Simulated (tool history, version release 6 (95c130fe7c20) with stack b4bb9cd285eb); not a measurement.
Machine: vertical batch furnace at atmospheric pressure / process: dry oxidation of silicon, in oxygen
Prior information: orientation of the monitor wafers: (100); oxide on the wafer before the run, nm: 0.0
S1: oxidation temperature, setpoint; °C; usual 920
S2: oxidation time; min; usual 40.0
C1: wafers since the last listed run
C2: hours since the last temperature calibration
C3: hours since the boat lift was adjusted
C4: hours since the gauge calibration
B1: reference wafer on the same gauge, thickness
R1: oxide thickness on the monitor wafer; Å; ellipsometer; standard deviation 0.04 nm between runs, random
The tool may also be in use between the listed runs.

Run 1, hour 0.0: usual settings but S1 929 °C; C1 0; C2 656.3; C3 2531.8; C4 82.2; B1 13.90. Result: R1 186.9 Å.
Run 2, hour 164.5: usual settings but S1 929 °C; C1 1494; C2 820.8; C3 2696.3; C4 246.7; B1 13.89. Result: R1 186.2 Å.
Run 3, hour 233.5: usual settings but S2 29.5 min; C1 626; C2 889.8; C3 2765.3; C4 315.7; B1 13.90. Result: R1 139.4 Å.
Run 4, hour 266.7: usual settings but S2 29.5 min; C1 301; C2 923.0; C3 2798.5; C4 348.9; B1 13.90. Result: R1 139.8 Å.
Run 5, hour 331.1: usual settings but S2 50.5 min; C1 585; C2 987.4; C3 2862.9; C4 413.3; B1 13.91. Result: R1 200.3 Å.
Run 6, hour 360.7: usual settings but S2 50.5 min; C1 268; C2 1017.0; C3 2892.5; C4 442.9; B1 13.90. Result: R1 199.8 Å.
Run 7, hour 400.5: usual settings; C1 361; C2 1056.8; C3 2932.3; C4 482.7; B1 13.91. Result: R1 171.2 Å.
Run 8, hour 459.1: usual settings; C1 532; C2 1115.4; C3 2990.9; C4 541.3; B1 13.91. Result: R1 172.1 Å.
Run 9, hour 522.0: usual settings but S2 45.5 min; C1 571; C2 1178.3; C3 3053.8; C4 604.2; B1 13.90. Result: R1 186.5 Å.
Run 10, hour 551.2: usual settings but S2 25.0 min; C1 265; C2 1207.5; C3 3083.0; C4 633.4; B1 13.90. Result: R1 124.8 Å.
Run 11, hour 603.7: usual settings but S1 908 °C; C1 477; C2 1260.0; C3 3135.5; C4 685.9; B1 13.89. Result: R1 151.8 Å.
At hour 644.0: boat lift adjusted.
Run 12, hour 670.6: usual settings but S2 51.0 min; C1 389; C2 1326.9; C3 26.6; C4 752.8; B1 13.91. Result: R1 201.5 Å.
At hour 674.6: gauge calibrated.
Run 13, hour 737.6: usual settings; C1 608; C2 1393.9; C3 93.6; C4 63.0; B1 13.89. Result: R1 171.0 Å.
Run 14, hour 769.3: usual settings but S1 897 °C, S2 21.0 min; C1 288; C2 1425.6; C3 125.3; C4 94.7; B1 13.92. Result: R1 86.4 Å.
Run 15, hour 819.8: usual settings but S2 47.0 min; C1 458; C2 1476.1; C3 175.8; C4 145.2; B1 13.89. Result: R1 190.7 Å.
Run 16, hour 883.3: usual settings; C1 576; C2 1539.6; C3 239.3; C4 208.7; B1 13.91. Result: R1 171.2 Å.
Run 17, hour 939.6: usual settings but S1 945 °C, S2 54.5 min; C1 511; C2 1595.9; C3 295.6; C4 265.0; B1 13.91. Result: R1 270.1 Å.
Run 18, hour 983.0: usual settings but S1 900 °C, S2 24.5 min; C1 394; C2 1639.3; C3 339.0; C4 308.4; B1 13.91. Result: R1 99.7 Å.
At hour 1037.1: thermocouples replaced and temperature profile calibrated.
Run 19, hour 1041.2: usual settings but S1 899 °C, S2 31.0 min; C1 310; C2 4.1; C3 397.2; C4 366.6; B1 13.90. Result: R1 115.8 Å.
Run 20, hour 1087.7: usual settings but S1 904 °C, S2 56.5 min; C1 422; C2 50.6; C3 443.7; C4 413.1; B1 13.91. Result: R1 184.0 Å.
Run 21, hour 1125.5: usual settings but S1 933 °C; C1 343; C2 88.4; C3 481.5; C4 450.9; B1 13.90. Result: R1 193.4 Å.
Run 22, hour 1175.9: usual settings; C1 457; C2 138.8; C3 531.9; C4 501.3; B1 13.91. Result: R1 170.8 Å.
Run 23, hour 1221.5: usual settings but S1 930 °C; C1 414; C2 184.4; C3 577.5; C4 546.9; B1 13.89. Result: R1 188.3 Å.
Run 24, hour 1286.3: usual settings; C1 588; C2 249.2; C3 642.3; C4 611.7; B1 13.89. Result: R1 172.4 Å.
Run 25, hour 1354.5: usual settings but S1 898 °C, S2 34.0 min; C1 619; C2 317.4; C3 710.5; C4 679.9; B1 13.91. Result: R1 122.0 Å.
Run 26, hour 1398.7: usual settings but S1 936 °C, S2 26.5 min; C1 401; C2 361.6; C3 754.7; C4 724.1; B1 13.91. Result: R1 152.7 Å.

Take each entry between the runs: how does the hidden state at the last listed run before it differ from the hidden state at the first listed run after it?
After run 11, before run 12: boat lift adjusted (hour 644.0)
  both runs share identical hidden conditions
After run 12, before run 13: gauge calibrated (hour 674.6)
  both runs share identical hidden conditions
After run 18, before run 19: thermocouples replaced and temperature profile calibrated (hour 1037.1)
  both runs share identical hidden conditions
